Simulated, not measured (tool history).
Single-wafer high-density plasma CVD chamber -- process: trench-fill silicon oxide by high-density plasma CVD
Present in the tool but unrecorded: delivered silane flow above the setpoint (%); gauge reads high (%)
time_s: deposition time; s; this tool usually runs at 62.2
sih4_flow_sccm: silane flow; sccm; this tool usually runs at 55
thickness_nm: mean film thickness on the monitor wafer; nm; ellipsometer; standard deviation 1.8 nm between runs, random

| run | hour | time_s | sih4_flow_sccm | wafers since the last listed run | hours since the silane flow controller was replaced | hours since the gauge calibration | read-back reference wafer on the same gauge, thickness_nm | thickness_nm |
|---|---|---|---|---|---|---|---|---|
| 1 | 0.0 | 62.2 | 49 | 0 | 2927.9 | 77.7 | 400.431 | 330.588 |
| 2 | 17.5 | 62.2 | 49 | 400 | 2945.4 | 95.2 | 400.341 | 330.388 |
| 3 | 31.5 | 62.2 | 49 | 320 | 2959.4 | 109.2 | 399.206 | 331.006 |
| 4 | 66.4 | 62.2 | 55 | 798 | 2994.3 | 144.1 | 399.102 | 370.820 |
| 5 | 83.2 | 62.2 | 55 | 384 | 3011.1 | 160.9 | 400.220 | 372.288 |
| 6 | 100.4 | 62.2 | 55 | 393 | 3028.3 | 178.1 | 399.862 | 371.997 |
| 7 | 110.6 | 62.2 | 55 | 233 | 3038.5 | 188.3 | 399.882 | 373.104 |
| 8 | 116.8 | 62.2 | 55 | 141 | 3044.7 | 194.5 | 400.151 | 368.909 |
| 9 | 130.4 | 62.2 | 55 | 311 | 3058.3 | 208.1 | 399.914 | 367.955 |
| 10 | 138.6 | 53.1 | 46 | 187 | 3066.5 | 216.3 | 399.598 | 264.573 |
| 11 | 151.8 | 65.5 | 47 | 302 | 3079.7 | 229.5 | 400.216 | 334.068 |
|  | 170.7 | silane flow controller replaced |
|  | 178.2 | gauge calibrated |
| 12 | 180.7 | 65.5 | 47 | 478 | 10.0 | 2.5 | 399.085 | 335.517 |
| 13 | 196.6 | 69.2 | 60 | 363 | 25.9 | 18.4 | 399.713 | 447.408 |
| 14 | 213.1 | 69.9 | 60 | 377 | 42.4 | 34.9 | 400.411 | 458.411 |
| 15 | 225.2 | 69.9 | 60 | 276 | 54.5 | 47.0 | 399.874 | 453.708 |
| 16 | 232.1 | 62.2 | 46 | 157 | 61.4 | 53.9 | 400.234 | 308.781 |
| 17 | 248.9 | 67.0 | 55 | 384 | 78.2 | 70.7 | 400.676 | 400.567 |

Entry by entry between the runs, the difference in hidden state between the last listed run before and the first listed run after:
Logged between run 11 and run 12: silane flow controller replaced (hour 170.7); gauge calibrated (hour 178.2)
  no difference in the tool's unlogged condition between these two runs

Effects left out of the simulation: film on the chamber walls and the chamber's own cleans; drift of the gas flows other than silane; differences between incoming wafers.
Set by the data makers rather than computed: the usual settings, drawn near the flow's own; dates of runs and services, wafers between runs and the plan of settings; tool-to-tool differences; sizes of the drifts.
